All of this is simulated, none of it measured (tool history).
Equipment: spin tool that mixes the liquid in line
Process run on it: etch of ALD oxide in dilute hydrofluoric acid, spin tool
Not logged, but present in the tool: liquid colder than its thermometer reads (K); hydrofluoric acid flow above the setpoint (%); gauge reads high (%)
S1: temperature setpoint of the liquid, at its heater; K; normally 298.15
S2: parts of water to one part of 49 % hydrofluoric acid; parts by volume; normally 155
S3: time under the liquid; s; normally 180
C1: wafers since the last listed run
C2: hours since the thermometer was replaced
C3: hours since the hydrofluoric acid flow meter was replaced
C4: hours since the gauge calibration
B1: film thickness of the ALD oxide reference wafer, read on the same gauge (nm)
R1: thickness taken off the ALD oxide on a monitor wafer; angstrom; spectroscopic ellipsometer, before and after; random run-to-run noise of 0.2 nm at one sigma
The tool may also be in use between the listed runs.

{"run": 1, "hour": 0.0, "S1": 295.15, "S2": 155, "S3": 260, "C1": 0, "C2": 497.4, "C3": 784.1, "C4": 127.1, "B1": 140.02, "R1": 250.9}
{"run": 2, "hour": 25.9, "S1": 295.15, "S2": 155, "S3": 260, "C1": 132, "C2": 523.3, "C3": 810, "C4": 153, "B1": 139.99, "R1": 250.4}
{"run": 3, "hour": 69.4, "S1": 298.15, "S2": 155, "S3": 180, "C1": 222, "C2": 566.8, "C3": 853.5, "C4": 196.5, "B1": 140, "R1": 192.4}
{"run": 4, "hour": 121.2, "S1": 298.15, "S2": 155, "S3": 180, "C1": 265, "C2": 618.6, "C3": 905.3, "C4": 248.3, "B1": 139.99, "R1": 190}
{"run": 5, "hour": 192.3, "S1": 298.15, "S2": 155, "S3": 110, "C1": 364, "C2": 689.7, "C3": 976.4, "C4": 319.4, "B1": 140.04, "R1": 115.2}
{"run": 6, "hour": 238.2, "S1": 298.15, "S2": 155, "S3": 180, "C1": 235, "C2": 735.6, "C3": 1022.3, "C4": 365.3, "B1": 140.03, "R1": 187.6}
{"run": 7, "hour": 266.9, "S1": 298.15, "S2": 115, "S3": 180, "C1": 147, "C2": 764.3, "C3": 1051, "C4": 394, "B1": 139.98, "R1": 271.3}
{"run": 8, "hour": 316.7, "S1": 298.15, "S2": 115, "S3": 180, "C1": 255, "C2": 814.1, "C3": 1100.8, "C4": 443.8, "B1": 139.99, "R1": 262.7}
{"run": 9, "hour": 358.4, "S1": 298.15, "S2": 155, "S3": 155, "C1": 213, "C2": 855.8, "C3": 1142.5, "C4": 485.5, "B1": 139.98, "R1": 162.2}
{"hour": 380.4, "done": "thermometer replaced"}
{"run": 10, "hour": 496.0, "S1": 298.15, "S2": 155, "S3": 180, "C1": 699, "C2": 115.6, "C3": 1280.1, "C4": 623.1, "B1": 140, "R1": 202.6}
{"run": 11, "hour": 525.3, "S1": 298.15, "S2": 155, "S3": 180, "C1": 150, "C2": 144.9, "C3": 1309.4, "C4": 652.4, "B1": 139.99, "R1": 203.3}
{"run": 12, "hour": 594.1, "S1": 298.15, "S2": 155, "S3": 180, "C1": 352, "C2": 213.7, "C3": 1378.2, "C4": 721.2, "B1": 139.98, "R1": 198.2}
{"run": 13, "hour": 624.8, "S1": 296.65, "S2": 155, "S3": 180, "C1": 157, "C2": 244.4, "C3": 1408.9, "C4": 751.9, "B1": 140.01, "R1": 190.5}
{"run": 14, "hour": 696.8, "S1": 298.15, "S2": 220, "S3": 180, "C1": 368, "C2": 316.4, "C3": 1480.9, "C4": 823.9, "B1": 139.95, "R1": 130.6}
{"run": 15, "hour": 763.0, "S1": 298.15, "S2": 155, "S3": 75, "C1": 339, "C2": 382.6, "C3": 1547.1, "C4": 890.1, "B1": 140, "R1": 81.3}
{"run": 16, "hour": 814.0, "S1": 298.15, "S2": 155, "S3": 180, "C1": 261, "C2": 433.6, "C3": 1598.1, "C4": 941.1, "B1": 139.98, "R1": 191.3}
{"hour": 837.3, "done": "hydrofluoric acid flow meter replaced"}
{"run": 17, "hour": 875.5, "S1": 298.15, "S2": 155, "S3": 180, "C1": 309, "C2": 495.1, "C3": 38.2, "C4": 1002.6, "B1": 139.94, "R1": 194}
{"hour": 896.1, "done": "gauge calibrated"}
{"run": 18, "hour": 946.1, "S1": 299.65, "S2": 75, "S3": 180, "C1": 361, "C2": 565.7, "C3": 108.8, "C4": 50, "B1": 140.02, "R1": 470.8}
{"run": 19, "hour": 975.5, "S1": 298.15, "S2": 155, "S3": 130, "C1": 150, "C2": 595.1, "C3": 138.2, "C4": 79.4, "B1": 139.99, "R1": 138.4}
{"run": 20, "hour": 1039.5, "S1": 298.15, "S2": 185, "S3": 180, "C1": 327, "C2": 659.1, "C3": 202.2, "C4": 143.4, "B1": 140.04, "R1": 157.4}
{"run": 21, "hour": 1077.3, "S1": 298.15, "S2": 155, "S3": 180, "C1": 193, "C2": 696.9, "C3": 240, "C4": 181.2, "B1": 140.02, "R1": 187.8}
{"run": 22, "hour": 1139.5, "S1": 298.15, "S2": 155, "S3": 180, "C1": 318, "C2": 759.1, "C3": 302.2, "C4": 243.4, "B1": 140.03, "R1": 189.3}
{"run": 23, "hour": 1179.8, "S1": 296.65, "S2": 180, "S3": 140, "C1": 206, "C2": 799.4, "C3": 342.5, "C4": 283.7, "B1": 140.01, "R1": 115.4}
{"hour": 1181.5, "done": "thermometer replaced"}
{"run": 24, "hour": 1208.7, "S1": 300.65, "S2": 225, "S3": 115, "C1": 142, "C2": 27.2, "C3": 371.4, "C4": 312.6, "B1": 139.99, "R1": 89.1}

Give the tool's hidden conditions for every run:
hydrofluoric acid flow above the setpoint (%): 0, the same for each run
gauge reads high (%): 0, the same for each run
H1: liquid colder than its thermometer reads (K)
run=1 H1=1.55
run=2 H1=1.63
run=3 H1=1.76
run=4 H1=1.91
run=5 H1=2.12
run=6 H1=2.25
run=7 H1=2.34
run=8 H1=2.48
run=9 H1=2.61
run=10 H1=0.426
run=11 H1=0.513
run=12 H1=0.716
run=13 H1=0.806
run=14 H1=1.02
run=15 H1=1.21
run=16 H1=1.36
run=17 H1=1.55
run=18 H1=1.75
run=19 H1=1.84
run=20 H1=2.03
run=21 H1=2.14
run=22 H1=2.32
run=23 H1=2.44
run=24 H1=0.326
